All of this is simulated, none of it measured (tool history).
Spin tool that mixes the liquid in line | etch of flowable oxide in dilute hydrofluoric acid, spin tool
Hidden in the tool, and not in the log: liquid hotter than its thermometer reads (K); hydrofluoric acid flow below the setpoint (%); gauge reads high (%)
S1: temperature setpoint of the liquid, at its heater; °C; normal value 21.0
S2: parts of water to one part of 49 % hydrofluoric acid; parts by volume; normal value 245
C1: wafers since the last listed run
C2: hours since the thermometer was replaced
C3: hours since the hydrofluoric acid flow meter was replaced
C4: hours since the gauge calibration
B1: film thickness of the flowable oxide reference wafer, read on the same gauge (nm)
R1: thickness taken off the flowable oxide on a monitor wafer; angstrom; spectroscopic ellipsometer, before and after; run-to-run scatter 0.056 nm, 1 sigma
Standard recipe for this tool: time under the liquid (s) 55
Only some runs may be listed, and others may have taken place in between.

run 1 hour=0.0 | S1=21.0 S2=245 time_under_the_liquid_(s)=55 | C1=0 C2=1731.1 C3=1707.4 C4=241.8 | B1=40.01 | R1=65.0
run 2 hour=35.3 | S1=21.0 S2=245 time_under_the_liquid_(s)=55 | C1=520 C2=1766.4 C3=1742.7 C4=277.1 | B1=39.98 | R1=63.8
run 3 hour=64.9 | S1=21.0 S2=245 time_under_the_liquid_(s)=55 | C1=436 C2=1796.0 C3=1772.3 C4=306.7 | B1=39.97 | R1=62.9
run 4 hour=116.3 | S1=21.0 S2=245 time_under_the_liquid_(s)=55 | C1=758 C2=1847.4 C3=1823.7 C4=358.1 | B1=39.99 | R1=63.5
run 5 hour=149.0 | S1=21.0 S2=245 time_under_the_liquid_(s)=55 | C1=482 C2=1880.1 C3=1856.4 C4=390.8 | B1=40.03 | R1=63.1
run 6 hour=195.1 | S1=23.5 S2=245 time_under_the_liquid_(s)=55 | C1=680 C2=1926.2 C3=1902.5 C4=436.9 | B1=40.00 | R1=69.6
run 7 hour=254.7 | S1=23.5 S2=245 time_under_the_liquid_(s)=55 | C1=879 C2=1985.8 C3=1962.1 C4=496.5 | B1=40.01 | R1=68.9
run 8 hour=321.1 | S1=23.5 S2=245 time_under_the_liquid_(s)=55 | C1=979 C2=2052.2 C3=2028.5 C4=562.9 | B1=39.97 | R1=68.9
run 9 hour=371.5 | S1=21.0 S2=245 time_under_the_liquid_(s)=55 | C1=743 C2=2102.6 C3=2078.9 C4=613.3 | B1=40.00 | R1=63.1
run 10 hour=427.0 | S1=24.0 S2=290 time_under_the_liquid_(s)=55 | C1=818 C2=2158.1 C3=2134.4 C4=668.8 | B1=40.01 | R1=56.9
run 11 hour=459.4 | S1=24.0 S2=290 time_under_the_liquid_(s)=55 | C1=477 C2=2190.5 C3=2166.8 C4=701.2 | B1=40.02 | R1=56.3
run 12 hour=516.3 | S1=23.0 S2=245 time_under_the_liquid_(s)=55 | C1=839 C2=2247.4 C3=2223.7 C4=758.1 | B1=40.01 | R1=68.2
run 13 hour=544.8 | S1=23.0 S2=245 time_under_the_liquid_(s)=55 | C1=420 C2=2275.9 C3=2252.2 C4=786.6 | B1=39.98 | R1=68.7
-- hour=580.7 hydrofluoric acid flow meter replaced
run 14 hour=608.2 | S1=21.0 S2=300 time_under_the_liquid_(s)=55 | C1=920 C2=2339.3 C3=27.5 C4=850.0 | B1=39.97 | R1=53.9
run 15 hour=663.0 | S1=21.0 S2=245 time_under_the_liquid_(s)=55 | C1=808 C2=2394.1 C3=82.3 C4=904.8 | B1=40.01 | R1=68.3
run 16 hour=704.3 | S1=25.5 S2=245 time_under_the_liquid_(s)=35 | C1=609 C2=2435.4 C3=123.6 C4=946.1 | B1=40.01 | R1=51.3
run 17 hour=768.4 | S1=17.0 S2=280 time_under_the_liquid_(s)=55 | C1=945 C2=2499.5 C3=187.7 C4=1010.2 | B1=39.99 | R1=50.5
run 18 hour=797.8 | S1=19.0 S2=245 time_under_the_liquid_(s)=55 | C1=433 C2=2528.9 C3=217.1 C4=1039.6 | B1=40.00 | R1=63.2
run 19 hour=840.0 | S1=21.0 S2=170 time_under_the_liquid_(s)=80 | C1=622 C2=2571.1 C3=259.3 C4=1081.8 | B1=40.02 | R1=154.9
run 20 hour=898.7 | S1=21.0 S2=245 time_under_the_liquid_(s)=55 | C1=865 C2=2629.8 C3=318.0 C4=1140.5 | B1=39.96 | R1=70.4
run 21 hour=923.5 | S1=17.5 S2=245 time_under_the_liquid_(s)=90 | C1=365 C2=2654.6 C3=342.8 C4=1165.3 | B1=40.00 | R1=99.3
-- hour=1018.9 thermometer replaced
run 22 hour=1080.9 | S1=22.5 S2=205 time_under_the_liquid_(s)=45 | C1=2307 C2=62.0 C3=500.2 C4=1322.7 | B1=40.00 | R1=70.1
-- hour=1086.6 gauge calibrated
run 23 hour=1106.2 | S1=21.0 S2=245 time_under_the_liquid_(s)=55 | C1=373 C2=87.3 C3=525.5 C4=19.6 | B1=40.00 | R1=65.1
run 24 hour=1165.9 | S1=17.0 S2=285 time_under_the_liquid_(s)=80 | C1=880 C2=147.0 C3=585.2 C4=79.3 | B1=40.01 | R1=66.2
run 25 hour=1235.5 | S1=21.0 S2=245 time_under_the_liquid_(s)=25 | C1=1026 C2=216.6 C3=654.8 C4=148.9 | B1=40.01 | R1=29.1
run 26 hour=1286.8 | S1=21.0 S2=245 time_under_the_liquid_(s)=55 | C1=756 C2=267.9 C3=706.1 C4=200.2 | B1=40.02 | R1=63.9
run 27 hour=1320.3 | S1=24.5 S2=200 time_under_the_liquid_(s)=35 | C1=494 C2=301.4 C3=739.6 C4=233.7 | B1=40.01 | R1=59.9
run 28 hour=1511.6 | S1=19.0 S2=285 time_under_the_liquid_(s)=40 | C1=2821 C2=492.7 C3=930.9 C4=425.0 | B1=40.00 | R1=35.7

List, for all runs, the conditions of the tool that the log does not record:
gauge reads high (%): 0 across all the runs
H1: liquid hotter than its thermometer reads (K)
H2: hydrofluoric acid flow below the setpoint (%)
run=1 H1=1.19 H2=6.22
run=2 H1=1.21 H2=6.35
run=3 H1=1.23 H2=6.45
run=4 H1=1.26 H2=6.64
run=5 H1=1.29 H2=6.75
run=6 H1=1.32 H2=6.92
run=7 H1=1.36 H2=7.13
run=8 H1=1.4 H2=7.37
run=9 H1=1.43 H2=7.55
run=10 H1=1.47 H2=7.75
run=11 H1=1.49 H2=7.86
run=12 H1=1.53 H2=8.06
run=13 H1=1.55 H2=8.17
run=14 H1=1.59 H2=0.686
run=15 H1=1.63 H2=0.882
run=16 H1=1.66 H2=1.03
run=17 H1=1.7 H2=1.26
run=18 H1=1.72 H2=1.36
run=19 H1=1.75 H2=1.51
run=20 H1=1.79 H2=1.72
run=21 H1=1.8 H2=1.81
run=22 H1=0.132 H2=2.37
run=23 H1=0.149 H2=2.46
run=24 H1=0.188 H2=2.68
run=25 H1=0.235 H2=2.92
run=26 H1=0.269 H2=3.11
run=27 H1=0.291 H2=3.23
run=28 H1=0.419 H2=3.91
